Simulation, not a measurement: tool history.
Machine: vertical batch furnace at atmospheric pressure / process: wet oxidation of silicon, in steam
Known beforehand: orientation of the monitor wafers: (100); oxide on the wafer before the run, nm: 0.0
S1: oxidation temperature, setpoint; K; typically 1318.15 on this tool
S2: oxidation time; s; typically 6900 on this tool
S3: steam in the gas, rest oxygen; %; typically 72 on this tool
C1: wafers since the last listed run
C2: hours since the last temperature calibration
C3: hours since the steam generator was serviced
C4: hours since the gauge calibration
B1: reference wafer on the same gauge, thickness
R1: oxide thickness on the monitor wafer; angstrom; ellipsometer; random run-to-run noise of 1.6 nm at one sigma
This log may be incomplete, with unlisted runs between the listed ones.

run,hour,S1,S2,S3,C1,C2,C3,C4,B1,R1
1,0,1318.15,6090,72,0,2672.5,605.4,591.8,773.33,6464.5
2,81.4,1318.15,6900,72,959,2753.9,686.8,673.2,774.05,6961.8
3,144.8,1318.15,6900,72,747,2817.3,750.2,736.6,773.32,6952.2
4,186.4,1318.15,6900,72,490,2858.9,791.8,778.2,773.55,6948.5
5,246.5,1324.15,9150,72,708,2919,851.9,838.3,772.63,8439.8
6,338.5,1324.15,9150,72,1084,3011,943.9,930.3,773.59,8397.7
7,435.7,1318.15,6900,72,1146,3108.2,1041.1,1027.5,773.54,6947.7
8,495.7,1318.15,6900,72,707,3168.2,1101.1,1087.5,773.2,6955.3
9,550.6,1318.15,6900,72,647,3223.1,1156,1142.4,773.31,6926.2
10,612.6,1318.15,6900,72,731,3285.1,1218,1204.4,772.76,6911.8
11,691.4,1318.15,6900,72,929,3363.9,1296.8,1283.2,772.9,6942.7
12,746.4,1318.15,6900,72,648,3418.9,1351.8,1338.2,772.85,6925.9
# hour 770.5: thermocouples replaced and temperature profile calibrated
13,810.8,1318.15,6900,72,476,40.3,1416.2,1402.6,772.92,6902.5
14,906.5,1318.15,6900,72,1128,136,1511.9,1498.3,772.98,6926.8
15,952.4,1318.15,6900,72,541,181.9,1557.8,1544.2,772.45,6916.1
16,1058.3,1318.15,6900,72,1248,287.8,1663.7,1650.1,773.31,6898.9
17,1115.5,1318.15,6900,72,674,345,1720.9,1707.3,773.13,6896
18,1197.6,1318.15,6900,65,968,427.1,1803,1789.4,772.89,6502.3
19,1253.1,1318.15,4830,67,654,482.6,1858.5,1844.9,772.06,5328.6
20,1328.7,1329.15,8340,77,891,558.2,1934.1,1920.5,772.78,8428.4
21,1366,1318.15,6900,72,439,595.5,1971.4,1957.8,773.05,6906.9
# hour 1428.8: steam generator serviced
22,1429.3,1306.15,6900,65,463,658.8,0.5,2021.1,773.38,6154.4
23,1508.1,1295.15,6900,64,929,737.6,79.3,2099.9,773.25,5731.5
# hour 1510.8: gauge calibrated
24,1559.4,1300.15,6900,75,604,788.9,130.6,48.6,773.17,6498.4
25,1598.2,1336.15,6900,61,457,827.7,169.4,87.4,772.64,6865.8
26,1695.5,1297.15,6900,83,1147,925,266.7,184.7,773.08,6776
27,1780,1337.15,9210,75,996,1009.5,351.2,269.2,772.63,9181.9
28,1858.8,1318.15,9630,72,929,1088.3,430,348,772.82,8490.7
29,1959.6,1318.15,6090,72,1188,1189.1,530.8,448.8,772.79,6462.3
30,2043.4,1300.15,4620,78,988,1272.9,614.6,532.6,773.45,5196.7
31,2108.5,1318.15,6900,67,767,1338,679.7,597.7,772.94,6641.4
32,2152.5,1318.15,9000,72,518,1382,723.7,641.7,773.6,8115.3

Measured less the same run without the tool's hidden state. The same run-to-run variation is in both; the gauge's scatter may not be:
The hidden state here: true tube temperature minus thermocouple reading, K; steam share off its setpoint, % of the setpoint; gauge reads high (%).
run,R1
1,-22
2,-26.6
3,-29
4,-30.6
5,-38.9
6,-42.9
7,-40.4
8,-42.7
9,-44.7
10,-47
11,-50.3
12,-52.3
13,-54.7
14,-58.6
15,-60.3
16,-64.3
17,-66.5
18,-66.2
19,-57.6
20,-88.2
21,-76.4
22,-6.2
23,-8.5
24,-11.4
25,-12.8
26,-17
27,-25.4
28,-27.8
29,-25.6
30,-24.4
31,-31.7
32,-39.8
